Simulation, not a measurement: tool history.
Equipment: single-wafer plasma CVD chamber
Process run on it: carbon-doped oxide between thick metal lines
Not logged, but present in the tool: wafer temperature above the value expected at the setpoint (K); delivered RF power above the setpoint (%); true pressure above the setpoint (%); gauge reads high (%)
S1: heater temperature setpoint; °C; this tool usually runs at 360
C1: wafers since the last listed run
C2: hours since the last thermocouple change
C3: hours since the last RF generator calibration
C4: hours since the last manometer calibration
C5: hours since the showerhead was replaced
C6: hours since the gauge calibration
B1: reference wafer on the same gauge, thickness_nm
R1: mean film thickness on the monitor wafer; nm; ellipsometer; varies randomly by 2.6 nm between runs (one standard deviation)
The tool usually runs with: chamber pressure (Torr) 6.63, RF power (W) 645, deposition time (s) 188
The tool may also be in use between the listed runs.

Run 1, hour 0: usual settings; C1 0; C2 2495.4; C3 2119.4; C4 1905.3; C5 7526; C6 92; B1 1254.277. Result: R1 1139.777 nm.
Run 2, hour 33.1: usual settings; C1 432; C2 2528.5; C3 2152.5; C4 1938.4; C5 7559.1; C6 125.1; B1 1251.849. Result: R1 1135.84 nm.
Run 3, hour 68.4: usual settings; C1 461; C2 2563.8; C3 2187.8; C4 1973.7; C5 7594.4; C6 160.4; B1 1246.857. Result: R1 1135.641 nm.
Run 4, hour 103.6: usual settings; C1 459; C2 2599; C3 2223; C4 2008.9; C5 7629.6; C6 195.6; B1 1246.694. Result: R1 1125.884 nm.
Run 5, hour 127.6: usual settings; C1 313; C2 2623; C3 2247; C4 2032.9; C5 7653.6; C6 219.6; B1 1246.429. Result: R1 1126.478 nm.
Run 6, hour 145.3: usual settings but S1 364 °C; C1 231; C2 2640.7; C3 2264.7; C4 2050.6; C5 7671.3; C6 237.3; B1 1243.642. Result: R1 1111.877 nm.
At hour 169.4: capacitance manometer re-zeroed and calibrated.
Run 7, hour 170.8: usual settings; C1 228; C2 2666.2; C3 2290.2; C4 1.4; C5 7696.8; C6 262.8; B1 1242.906. Result: R1 1129.832 nm.
At hour 179.9: RF generator calibrated.
Run 8, hour 192.3: usual settings; C1 176; C2 2687.7; C3 12.4; C4 22.9; C5 7718.3; C6 284.3; B1 1242.736. Result: R1 1129.548 nm.
Run 9, hour 215.9: usual settings; C1 308; C2 2711.3; C3 36; C4 46.5; C5 7741.9; C6 307.9; B1 1241.333. Result: R1 1126.232 nm.
Run 10, hour 245.5: usual settings but S1 356 °C; C1 386; C2 2740.9; C3 65.6; C4 76.1; C5 7771.5; C6 337.5; B1 1241.663. Result: R1 1137.403 nm.
At hour 263.5: thermocouple changed; heater temperature recalibrated.
Run 11, hour 277.2: usual settings but chamber pressure (Torr) 5.75, deposition time (s) 165; C1 309; C2 13.7; C3 97.3; C4 107.8; C5 7803.2; C6 369.2; B1 1239.949. Result: R1 974.862 nm.
Run 12, hour 306.6: usual settings but chamber pressure (Torr) 7.96, RF power (W) 565; C1 384; C2 43.1; C3 126.7; C4 137.2; C5 7832.6; C6 398.6; B1 1240.56. Result: R1 1069.642 nm.
Run 13, hour 328.5: usual settings but chamber pressure (Torr) 6.15, RF power (W) 530; C1 286; C2 65; C3 148.6; C4 159.1; C5 7854.5; C6 420.5; B1 1239.561. Result: R1 1013.821 nm.
Run 14, hour 345.4: usual settings but S1 350 °C, chamber pressure (Torr) 5.99; C1 220; C2 81.9; C3 165.5; C4 176; C5 7871.4; C6 437.4; B1 1239.507. Result: R1 1150.96 nm.
Run 15, hour 376.8: usual settings; C1 410; C2 113.3; C3 196.9; C4 207.4; C5 7902.8; C6 468.8; B1 1236.337. Result: R1 1124.799 nm.
Run 16, hour 399.2: usual settings; C1 292; C2 135.7; C3 219.3; C4 229.8; C5 7925.2; C6 491.2; B1 1237.743. Result: R1 1118.866 nm.
Run 17, hour 479.3: usual settings but S1 372 °C, RF power (W) 755; C1 1046; C2 215.8; C3 299.4; C4 309.9; C5 8005.3; C6 571.3; B1 1236.835. Result: R1 1176.422 nm.
Run 18, hour 506.2: usual settings but S1 353 °C, chamber pressure (Torr) 8.16, RF power (W) 770, deposition time (s) 167; C1 351; C2 242.7; C3 326.3; C4 336.8; C5 8032.2; C6 598.2; B1 1237.291. Result: R1 1122.329 nm.
At hour 522.3: showerhead replaced.
Run 19, hour 522.7: usual settings but S1 370 °C, chamber pressure (Torr) 5.13; C1 111; C2 259.2; C3 342.8; C4 353.3; C5 0.4; C6 614.7; B1 1236.749. Result: R1 1061.961 nm.
Run 20, hour 576: usual settings but S1 352 °C, chamber pressure (Torr) 7.93; C1 696; C2 312.5; C3 396.1; C4 406.6; C5 53.7; C6 668; B1 1235.989. Result: R1 1160.58 nm.
Run 21, hour 606: usual settings but S1 370 °C, deposition time (s) 169; C1 391; C2 342.5; C3 426.1; C4 436.6; C5 83.7; C6 698; B1 1236.712. Result: R1 984.751 nm.
Run 22, hour 625.1: usual settings but RF power (W) 750; C1 249; C2 361.6; C3 445.2; C4 455.7; C5 102.8; C6 717.1; B1 1235.807. Result: R1 1200.616 nm.
At hour 646.9: gauge calibrated.
Run 23, hour 649.5: usual settings but RF power (W) 605, deposition time (s) 156; C1 318; C2 386; C3 469.6; C4 480.1; C5 127.2; C6 2.6; B1 1257.051. Result: R1 917.962 nm.
Run 24, hour 684.4: usual settings; C1 455; C2 420.9; C3 504.5; C4 515; C5 162.1; C6 37.5; B1 1253.266. Result: R1 1138.478 nm.
Run 25, hour 728.5: usual settings but RF power (W) 770, deposition time (s) 225; C1 576; C2 465; C3 548.6; C4 559.1; C5 206.2; C6 81.6; B1 1247.837. Result: R1 1470.501 nm.
Run 26, hour 746.7: usual settings but S1 349 °C, chamber pressure (Torr) 5.94; C1 237; C2 483.2; C3 566.8; C4 577.3; C5 224.4; C6 99.8; B1 1246.55. Result: R1 1154.636 nm.
Run 27, hour 770.4: usual settings but S1 349 °C, chamber pressure (Torr) 7.94; C1 309; C2 506.9; C3 590.5; C4 601; C5 248.1; C6 123.5; B1 1245.931. Result: R1 1175.049 nm.
Run 28, hour 783: usual settings but S1 346 °C, chamber pressure (Torr) 7.35, RF power (W) 550, deposition time (s) 222; C1 164; C2 519.5; C3 603.1; C4 613.6; C5 260.7; C6 136.1; B1 1244.563. Result: R1 1297.039 nm.
Run 29, hour 800.2: usual settings; C1 224; C2 536.7; C3 620.3; C4 630.8; C5 277.9; C6 153.3; B1 1243.443. Result: R1 1128.091 nm.

Take each entry between the runs: how does the hidden state at the last listed run before it differ from the hidden state at the first listed run after it?
After run 6, before run 7: capacitance manometer re-zeroed and calibrated (hour 169.4)
  gauge reads high (%): -1.23 -> -1.31
  the result without the hidden state subtracted from the measured one, R1: -13.859 -> -15.025 nm
After run 7, before run 8: RF generator calibrated (hour 179.9)
  gauge reads high (%): -1.31 -> -1.37
  the result without the hidden state subtracted from the measured one, R1: -15.025 -> -15.739 nm
After run 10, before run 11: thermocouple changed; heater temperature recalibrated (hour 263.5)
  gauge reads high (%): -1.5 -> -1.57
  the result without the hidden state subtracted from the measured one, R1: -17.377 -> -15.543 nm
After run 18, before run 19: showerhead replaced (hour 522.3)
  gauge reads high (%): -1.85 -> -1.86
  the result without the hidden state subtracted from the measured one, R1: -21.105 -> -20.094 nm
After run 22, before run 23: gauge calibrated (hour 646.9)
  gauge reads high (%): -1.91 -> -0.239
  the result without the hidden state subtracted from the measured one, R1: -23.394 -> -2.197 nm
